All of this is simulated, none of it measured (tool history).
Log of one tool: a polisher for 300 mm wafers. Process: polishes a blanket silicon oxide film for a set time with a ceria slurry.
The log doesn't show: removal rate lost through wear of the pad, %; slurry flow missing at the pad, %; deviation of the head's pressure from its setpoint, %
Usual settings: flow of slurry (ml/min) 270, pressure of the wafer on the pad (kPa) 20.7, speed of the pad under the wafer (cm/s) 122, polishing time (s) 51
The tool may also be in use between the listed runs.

| run | day | flow of slurry (ml/min) | pressure of the wafer on the pad (kPa) | speed of the pad under the wafer (cm/s) | polishing time (s) | wafers since the last listed run | wafers polished on this pad | hours since the slurry nozzle was cleaned | hours since the head pressure was calibrated | incoming thickness of the incoming film, nm | film removed (angstrom) |
|---|---|---|---|---|---|---|---|---|---|---|---|
| 1 | 0.000 | 270 | 24.8 | 122 | 51 | 0 | 1240 | 634.9 | 475.6 | 1835.0 | 2734 |
| 2 | 2.271 | 270 | 20.7 | 122 | 51 | 667 | 1907 | 689.4 | 530.1 | 1839.8 | 2236 |
| 3 | 5.108 | 270 | 20.7 | 122 | 51 | 833 | 2741 | 757.5 | 598.2 | 1799.8 | 2259 |
| 4 | 8.550 | 270 | 20.7 | 122 | 51 | 1011 | 3753 | 840.1 | 680.8 | 1792.4 | 2285 |
|  | 9.558 | head pressure recalibrated |
| 5 | 10.154 | 300 | 20.7 | 122 | 51 | 446 | 4200 | 878.6 | 14.3 | 1823.9 | 2222 |
|  | 12.033 | slurry nozzle cleaned |
| 6 | 12.325 | 300 | 20.7 | 122 | 51 | 625 | 4825 | 7.0 | 66.4 | 1830.8 | 2214 |
|  | 13.433 | worn pad replaced by a new one |
| 7 | 15.392 | 270 | 20.7 | 122 | 51 | 852 | 575 | 80.6 | 140.0 | 1832.9 | 2174 |
| 8 | 17.462 | 270 | 20.7 | 122 | 38 | 608 | 1184 | 130.3 | 189.7 | 1837.7 | 1661 |
| 9 | 21.433 | 270 | 20.7 | 90 | 51 | 1167 | 2351 | 225.6 | 285.0 | 1823.5 | 1645 |
| 10 | 25.479 | 270 | 20.7 | 90 | 51 | 1189 | 3540 | 322.7 | 382.1 | 1846.9 | 1635 |
| 11 | 28.567 | 270 | 20.7 | 148 | 51 | 907 | 4447 | 396.8 | 456.2 | 1831.0 | 2742 |
|  | 29.288 | worn pad replaced by a new one |
| 12 | 32.150 | 270 | 20.7 | 122 | 51 | 1004 | 840 | 482.8 | 542.2 | 1794.0 | 2263 |
| 13 | 34.500 | 270 | 20.7 | 122 | 51 | 690 | 1531 | 539.2 | 598.6 | 1803.2 | 2260 |
|  | 37.012 | head pressure recalibrated |
| 14 | 37.750 | 270 | 20.7 | 122 | 51 | 930 | 2462 | 617.2 | 17.7 | 1806.6 | 2213 |
| 15 | 44.525 | 300 | 20.7 | 122 | 51 | 1991 | 4453 | 779.8 | 180.3 | 1842.2 | 2240 |
| 16 | 47.104 | 270 | 20.7 | 122 | 51 | 758 | 5211 | 841.7 | 242.2 | 1808.8 | 2236 |
|  | 48.404 | worn pad replaced by a new one |
|  | 48.712 | slurry nozzle cleaned |
| 17 | 50.804 | 270 | 14.5 | 122 | 51 | 1026 | 692 | 50.2 | 331.0 | 1809.9 | 1599 |
| 18 | 52.342 | 270 | 20.7 | 122 | 51 | 451 | 1144 | 87.1 | 367.9 | 1841.2 | 2274 |
| 19 | 55.088 | 270 | 20.7 | 82 | 51 | 806 | 1951 | 153.0 | 433.8 | 1854.0 | 1519 |
| 20 | 58.458 | 270 | 20.7 | 140 | 51 | 990 | 2942 | 233.9 | 514.7 | 1815.5 | 2572 |
| 21 | 61.225 | 295 | 16.5 | 160 | 39 | 813 | 3755 | 300.3 | 581.1 | 1821.0 | 1859 |
| 22 | 65.538 | 365 | 13.8 | 110 | 62 | 1267 | 5022 | 403.8 | 684.6 | 1859.1 | 1716 |
|  | 67.258 | worn pad replaced by a new one |
| 23 | 68.479 | 185 | 24.8 | 82 | 42 | 815 | 358 | 474.4 | 755.2 | 1818.8 | 1442 |
|  | 68.950 | head pressure recalibrated |
| 24 | 71.292 | 270 | 20.7 | 160 | 51 | 802 | 1160 | 541.9 | 56.2 | 1826.4 | 2841 |
| 25 | 74.900 | 205 | 20.7 | 122 | 56 | 1060 | 2221 | 628.5 | 142.8 | 1800.7 | 2340 |
| 26 | 77.329 | 270 | 24.8 | 122 | 51 | 713 | 2935 | 686.8 | 201.1 | 1813.0 | 2659 |
| 27 | 85.871 | 225 | 17.2 | 110 | 43 | 2510 | 5445 | 891.8 | 406.1 | 1843.9 | 1368 |
|  | 86.154 | worn pad replaced by a new one |
| 28 | 87.546 | 225 | 20.7 | 122 | 37 | 443 | 409 | 932.0 | 446.3 | 1820.9 | 1592 |
| 29 | 89.117 | 270 | 20.7 | 122 | 51 | 461 | 870 | 969.7 | 484.0 | 1824.7 | 2258 |

4 ways to go on from here, each from the tool as it stands after run 29. What would each give?
| A | 89.133 | 270 | 20.7 | 122 | 51 | 4 | 875 | 970.1 | 484.4 | 1872.8 | ? |
| B | 89.133 | 270 | 20.7 | 122 | 36 | 4 | 875 | 970.1 | 484.4 | 1872.8 | ? |
| C | 89.133 | 225 | 24.1 | 110 | 68 | 4 | 875 | 970.1 | 484.4 | 1872.8 | ? |
| D | 89.133 | 270 | 20.7 | 122 | 37 | 4 | 875 | 970.1 | 484.4 | 1872.8 | ? |

| run | film removed (angstrom) |
|---|---|
| A | 2235 |
| B | 1577 |
| C | 3066 |
| D | 1621 |
Without the tool's hidden state the same runs would have given:
| run | film removed (angstrom) |
|---|---|
| A | 2160 |
| B | 1525 |
| C | 2964 |
| D | 1567 |
